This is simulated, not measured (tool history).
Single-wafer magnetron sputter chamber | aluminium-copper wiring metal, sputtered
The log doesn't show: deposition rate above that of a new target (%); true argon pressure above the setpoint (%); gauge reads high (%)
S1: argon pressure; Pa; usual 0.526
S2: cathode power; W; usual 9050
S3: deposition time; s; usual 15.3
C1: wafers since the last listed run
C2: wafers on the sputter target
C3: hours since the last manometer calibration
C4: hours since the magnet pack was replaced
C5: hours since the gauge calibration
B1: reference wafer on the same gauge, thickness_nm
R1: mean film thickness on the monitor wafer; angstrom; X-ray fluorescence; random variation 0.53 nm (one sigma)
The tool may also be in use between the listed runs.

Run 1, hour 0.0: usual settings; C1 0; C2 1902; C3 2540.5; C4 11250.8; C5 168.2; B1 227.997. Result: R1 2082.17 angstrom.
Run 2, hour 13.5: usual settings; C1 224; C2 2127; C3 2554.0; C4 11264.3; C5 181.7; B1 227.858. Result: R1 2078.37 angstrom.
Run 3, hour 23.7: usual settings; C1 169; C2 2297; C3 2564.2; C4 11274.5; C5 191.9; B1 227.961. Result: R1 2078.84 angstrom.
Run 4, hour 33.4: usual settings; C1 161; C2 2459; C3 2573.9; C4 11284.2; C5 201.6; B1 228.169. Result: R1 2069.57 angstrom.
Run 5, hour 40.6: usual settings; C1 119; C2 2579; C3 2581.1; C4 11291.4; C5 208.8; B1 228.125. Result: R1 2081.47 angstrom.
Run 6, hour 52.2: usual settings; C1 193; C2 2772; C3 2592.7; C4 11303.0; C5 220.4; B1 227.925. Result: R1 2070.04 angstrom.
Run 7, hour 63.4: usual settings; C1 186; C2 2959; C3 2603.9; C4 11314.2; C5 231.6; B1 227.872. Result: R1 2069.58 angstrom.
At hour 68.8: gauge calibrated.
Run 8, hour 70.6: usual settings; C1 119; C2 3079; C3 2611.1; C4 11321.4; C5 1.8; B1 228.005. Result: R1 2078.58 angstrom.
At hour 85.6: sputter target and shields replaced.
Run 9, hour 86.1: usual settings; C1 124; C2 8; C3 2626.6; C4 11336.9; C5 17.3; B1 228.134. Result: R1 2110.85 angstrom.
Run 10, hour 86.4: usual settings but S1 0.600 Pa, S2 7700 W; C1 4; C2 13; C3 2626.9; C4 11337.2; C5 17.6; B1 228.117. Result: R1 1716.19 angstrom.
At hour 97.7: magnet pack replaced.
Run 11, hour 98.2: usual settings; C1 63; C2 76; C3 2638.7; C4 0.5; C5 29.4; B1 227.987. Result: R1 2105.73 angstrom.
Run 12, hour 105.8: usual settings but S3 12.5 s; C1 126; C2 203; C3 2646.3; C4 8.1; C5 37.0; B1 228.282. Result: R1 1710.68 angstrom.
Run 13, hour 121.3: usual settings but S1 0.649 Pa, S3 17.1 s; C1 258; C2 461; C3 2661.8; C4 23.6; C5 52.5; B1 227.924. Result: R1 2160.38 angstrom.
At hour 131.8: capacitance manometer re-zeroed and calibrated.
Run 14, hour 149.8: usual settings but S1 0.453 Pa, S2 6950 W, S3 17.4 s; C1 341; C2 803; C3 18.0; C4 52.1; C5 81.0; B1 227.971. Result: R1 1912.82 angstrom.
Run 15, hour 165.8: usual settings but S2 10650 W; C1 266; C2 1069; C3 34.0; C4 68.1; C5 97.0; B1 228.096. Result: R1 2440.87 angstrom.
Run 16, hour 179.0: usual settings but S1 0.627 Pa, S2 8250 W; C1 219; C2 1289; C3 47.2; C4 81.3; C5 110.2; B1 227.823. Result: R1 1783.04 angstrom.
Run 17, hour 189.4: usual settings but S1 0.363 Pa, S2 7600 W, S3 18.3 s; C1 173; C2 1463; C3 57.6; C4 91.7; C5 120.6; B1 228.212. Result: R1 2326.97 angstrom.
Run 18, hour 200.1: usual settings but S1 0.352 Pa, S3 16.8 s; C1 178; C2 1641; C3 68.3; C4 102.4; C5 131.3; B1 228.037. Result: R1 2560.69 angstrom.

3 ways to go on from here, each from the tool as it stands after run 18. What would each give?
Run A, hour 200.5: usual settings; C1 6; C2 1648; C3 68.7; C4 102.8; C5 131.7; B1 ?. Result: R1 ?.
Run B, hour 200.5: usual settings but S1 0.701 Pa, S2 7950 W, S3 18.2 s; C1 6; C2 1648; C3 68.7; C4 102.8; C5 131.7; B1 ?. Result: R1 ?.
Run C, hour 200.5: usual settings but S1 0.626 Pa, S2 7100 W, S3 17.7 s; C1 6; C2 1648; C3 68.7; C4 102.8; C5 131.7; B1 ?. Result: R1 ?.

run       B1       R1
  A  228.157  2083.82
  B  228.157  1948.86
  C  228.157  1776.89
Without the tool's hidden state the same runs would have given:
run       R1
  A  2114.41
  B  1977.47
  C  1802.97

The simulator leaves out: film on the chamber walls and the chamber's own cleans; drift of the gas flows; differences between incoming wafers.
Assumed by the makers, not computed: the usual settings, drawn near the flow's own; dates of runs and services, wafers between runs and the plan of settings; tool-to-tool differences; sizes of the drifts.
